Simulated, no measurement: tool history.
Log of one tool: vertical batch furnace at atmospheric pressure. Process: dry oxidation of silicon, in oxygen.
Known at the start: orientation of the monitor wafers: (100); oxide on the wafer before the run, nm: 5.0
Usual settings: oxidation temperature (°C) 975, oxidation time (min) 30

run,hour,oxidation temperature (°C),oxidation time (min),wafers since the last listed run,hours since the last temperature calibration,hours since the boat lift was adjusted,hours since the gauge calibration,"read-back reference wafer on the same gauge, thickness",oxide thickness on the monitor wafer (nm)
1,0,975,33.5,0,2991.1,2228,962.1,22.93,27.71
2,41.7,975,33.5,752,3032.8,2269.7,1003.8,22.9,27.9
3,67.2,963,30,460,3058.3,2295.2,1029.3,22.89,24.14
4,110.5,963,30,781,3101.6,2338.5,1072.6,22.93,23.94
5,176.7,975,30,1194,3167.8,2404.7,1138.8,22.91,26.28
6,245.5,975,30,1241,3236.6,2473.5,1207.6,22.92,26.19
7,283.1,984,33.5,678,3274.2,2511.1,1245.2,22.88,29.68
8,354.7,984,33.5,1292,3345.8,2582.7,1316.8,22.89,29.42
9,409.6,975,30,991,3400.7,2637.6,1371.7,22.91,25.9
10,475.7,975,30,1193,3466.8,2703.7,1437.8,22.92,26.15
11,537.5,975,30,1115,3528.6,2765.5,1499.6,22.91,26.09
# hour 540.2: gauge calibrated
12,592.1,975,30,985,3583.2,2820.1,51.9,22.91,26.07
13,649.5,968,24,1036,3640.6,2877.5,109.3,22.9,21.81
14,834.9,982,30,3346,3826,3062.9,294.7,22.87,27.15
15,873.1,961,34,689,3864.2,3101.1,332.9,22.92,25.03
16,903.5,975,30,548,3894.6,3131.5,363.3,22.9,25.88
17,967.4,950,39,1153,3958.5,3195.4,427.2,22.91,24.07
18,1013.9,986,30,839,4005,3241.9,473.7,22.91,27.94
# hour 1076.8: thermocouples replaced and temperature profile calibrated
19,1077.3,984,30,711,0.5,3305.3,537.1,22.89,27.47
# hour 1105.3: boat lift adjusted
20,1207.4,954,18,1915,130.6,102.1,667.2,22.91,17.17
21,1245.7,983,44.5,691,168.9,140.4,705.5,22.9,35.36
22,1277.4,975,30,572,200.6,172.1,737.2,22.91,26.68
23,1332.4,989,30,992,255.6,227.1,792.2,22.91,30
24,1388.4,975,30,1010,311.6,283.1,848.2,22.92,26.7
25,1421.3,975,30,593,344.5,316,881.1,22.91,26.69

3 ways to go on from here, each from the tool as it stands after run 25. What would each give?
A,1425.7,997,30,79,348.9,320.4,885.5,?,?
B,1425.7,991,18,79,348.9,320.4,885.5,?,?
C,1425.7,963,15,79,348.9,320.4,885.5,?,?

run,"read-back reference wafer on the same gauge, thickness",oxide thickness on the monitor wafer (nm)
A,22.92,32.34
B,22.92,23.35
C,22.92,16.9
Without the tool's hidden state the same runs would have given:
run,oxide thickness on the monitor wafer (nm)
A,32.39
B,23.38
C,16.92
